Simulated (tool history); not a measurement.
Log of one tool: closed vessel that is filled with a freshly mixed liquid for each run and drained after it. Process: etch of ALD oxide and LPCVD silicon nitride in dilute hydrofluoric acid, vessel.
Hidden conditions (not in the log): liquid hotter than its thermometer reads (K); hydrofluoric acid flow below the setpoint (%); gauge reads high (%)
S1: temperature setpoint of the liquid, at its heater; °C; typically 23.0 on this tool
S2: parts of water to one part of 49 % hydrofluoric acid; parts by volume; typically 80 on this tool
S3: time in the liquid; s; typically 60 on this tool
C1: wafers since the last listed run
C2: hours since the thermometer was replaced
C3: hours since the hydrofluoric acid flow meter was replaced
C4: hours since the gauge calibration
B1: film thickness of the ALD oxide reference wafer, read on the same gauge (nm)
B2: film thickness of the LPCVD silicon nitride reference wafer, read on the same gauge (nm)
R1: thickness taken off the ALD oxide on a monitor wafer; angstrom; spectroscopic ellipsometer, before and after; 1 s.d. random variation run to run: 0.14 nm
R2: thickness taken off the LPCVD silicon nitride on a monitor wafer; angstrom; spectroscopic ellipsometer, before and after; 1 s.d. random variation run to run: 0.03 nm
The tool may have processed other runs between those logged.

| run | day | S1 | S2 | S3 | C1 | C2 | C3 | C4 | B1 | B2 | R1 | R2 |
|---|---|---|---|---|---|---|---|---|---|---|---|---|
| 1 | 0.000 | 22.0 | 80 | 60 | 0 | 681.4 | 962.0 | 459.8 | 130.00 | 150.002 | 196.4 | 3.78 |
| 2 | 4.383 | 22.0 | 80 | 60 | 14322 | 786.6 | 1067.2 | 565.0 | 129.98 | 150.012 | 197.7 | 3.18 |
| 3 | 7.771 | 22.0 | 80 | 60 | 11068 | 867.9 | 1148.5 | 646.3 | 129.98 | 150.020 | 195.3 | 3.39 |
|  | 11.479 | thermometer replaced |
| 4 | 12.217 | 23.0 | 95 | 60 | 14390 | 17.7 | 1255.2 | 753.0 | 130.01 | 150.014 | 167.7 | 3.22 |
| 5 | 13.821 | 23.0 | 80 | 60 | 5241 | 56.2 | 1293.7 | 791.5 | 129.96 | 150.000 | 200.8 | 3.30 |
| 6 | 16.929 | 23.0 | 80 | 60 | 10156 | 130.8 | 1368.3 | 866.1 | 129.99 | 150.010 | 199.4 | 3.89 |
| 7 | 19.592 | 23.0 | 80 | 55 | 8699 | 194.7 | 1432.2 | 930.0 | 130.03 | 149.992 | 184.5 | 3.26 |
| 8 | 22.033 | 23.0 | 80 | 55 | 7978 | 253.3 | 1490.8 | 988.6 | 130.00 | 150.000 | 184.7 | 3.44 |
| 9 | 25.583 | 23.0 | 80 | 60 | 11599 | 338.5 | 1576.0 | 1073.8 | 129.98 | 149.983 | 197.7 | 3.53 |
| 10 | 29.367 | 23.0 | 80 | 60 | 12362 | 429.3 | 1666.8 | 1164.6 | 130.00 | 150.004 | 201.2 | 3.88 |
| 11 | 32.971 | 25.0 | 80 | 60 | 11776 | 515.8 | 1753.3 | 1251.1 | 130.04 | 150.006 | 215.6 | 3.65 |
| 12 | 36.579 | 20.0 | 100 | 60 | 11790 | 602.4 | 1839.9 | 1337.7 | 130.01 | 150.005 | 136.7 | 2.75 |
|  | 38.317 | gauge calibrated |
| 13 | 39.679 | 23.0 | 80 | 85 | 10129 | 676.8 | 1914.3 | 32.7 | 130.01 | 149.993 | 277.2 | 5.64 |
| 14 | 43.438 | 23.0 | 115 | 50 | 12280 | 767.0 | 2004.5 | 122.9 | 130.04 | 149.990 | 109.9 | 1.83 |
|  | 46.038 | thermometer replaced |
| 15 | 49.083 | 21.5 | 100 | 75 | 18311 | 73.1 | 2140.0 | 258.4 | 129.99 | 149.999 | 179.4 | 3.55 |
| 16 | 52.929 | 23.0 | 80 | 60 | 12566 | 165.4 | 2232.3 | 350.7 | 130.01 | 149.996 | 195.6 | 3.66 |
| 17 | 57.217 | 23.0 | 80 | 60 | 14009 | 268.3 | 2335.2 | 453.6 | 130.03 | 150.006 | 193.9 | 3.57 |
|  | 58.442 | hydrofluoric acid flow meter replaced |
| 18 | 58.908 | 18.5 | 80 | 35 | 5391 | 308.9 | 11.2 | 494.2 | 129.97 | 149.996 | 103.2 | 1.67 |
| 19 | 61.492 | 23.0 | 80 | 45 | 8441 | 370.9 | 73.2 | 556.2 | 130.01 | 149.987 | 160.2 | 2.70 |
| 20 | 63.408 | 21.5 | 100 | 30 | 6262 | 416.9 | 119.2 | 602.2 | 130.00 | 149.996 | 78.5 | 1.50 |
| 21 | 67.808 | 26.0 | 105 | 45 | 14377 | 522.5 | 224.8 | 707.8 | 129.97 | 149.993 | 131.7 | 2.52 |
| 22 | 70.654 | 23.0 | 80 | 60 | 9298 | 590.8 | 293.1 | 776.1 | 129.99 | 149.971 | 212.7 | 3.89 |
| 23 | 73.054 | 19.0 | 50 | 40 | 7842 | 648.4 | 350.7 | 833.7 | 130.01 | 149.993 | 197.1 | 2.50 |
| 24 | 76.912 | 23.0 | 65 | 40 | 12607 | 741.0 | 443.3 | 926.3 | 129.95 | 149.987 | 176.1 | 3.47 |
| 25 | 79.462 | 20.0 | 55 | 60 | 8332 | 802.2 | 504.5 | 987.5 | 129.93 | 149.996 | 278.7 | 4.58 |
| 26 | 87.412 | 21.5 | 100 | 75 | 25976 | 993.0 | 695.3 | 1178.3 | 130.00 | 150.007 | 189.5 | 3.61 |

What if the next run were any one of these 4? Each begins from the tool's condition after run 26:
| A | 87.442 | 21.5 | 80 | 60 | 95 | 993.7 | 696.0 | 1179.0 | ? | ? | ? | ? |
| B | 87.442 | 21.5 | 50 | 60 | 95 | 993.7 | 696.0 | 1179.0 | ? | ? | ? | ? |
| C | 87.442 | 20.5 | 65 | 60 | 95 | 993.7 | 696.0 | 1179.0 | ? | ? | ? | ? |
| D | 87.442 | 26.5 | 95 | 45 | 95 | 993.7 | 696.0 | 1179.0 | ? | ? | ? | ? |

| run | B1 | B2 | R1 | R2 |
|---|---|---|---|---|
| A | 130.02 | 150.002 | 196.1 | 3.76 |
| B | 130.02 | 150.002 | 325.7 | 5.95 |
| C | 130.02 | 150.002 | 235.8 | 4.30 |
| D | 130.02 | 150.002 | 148.3 | 3.31 |
What these runs would have given with no unlogged condition in the tool:
| run | R1 | R2 |
|---|---|---|
| A | 201.9 | 3.86 |
| B | 335.1 | 6.10 |
| C | 242.7 | 4.41 |
| D | 152.8 | 3.40 |
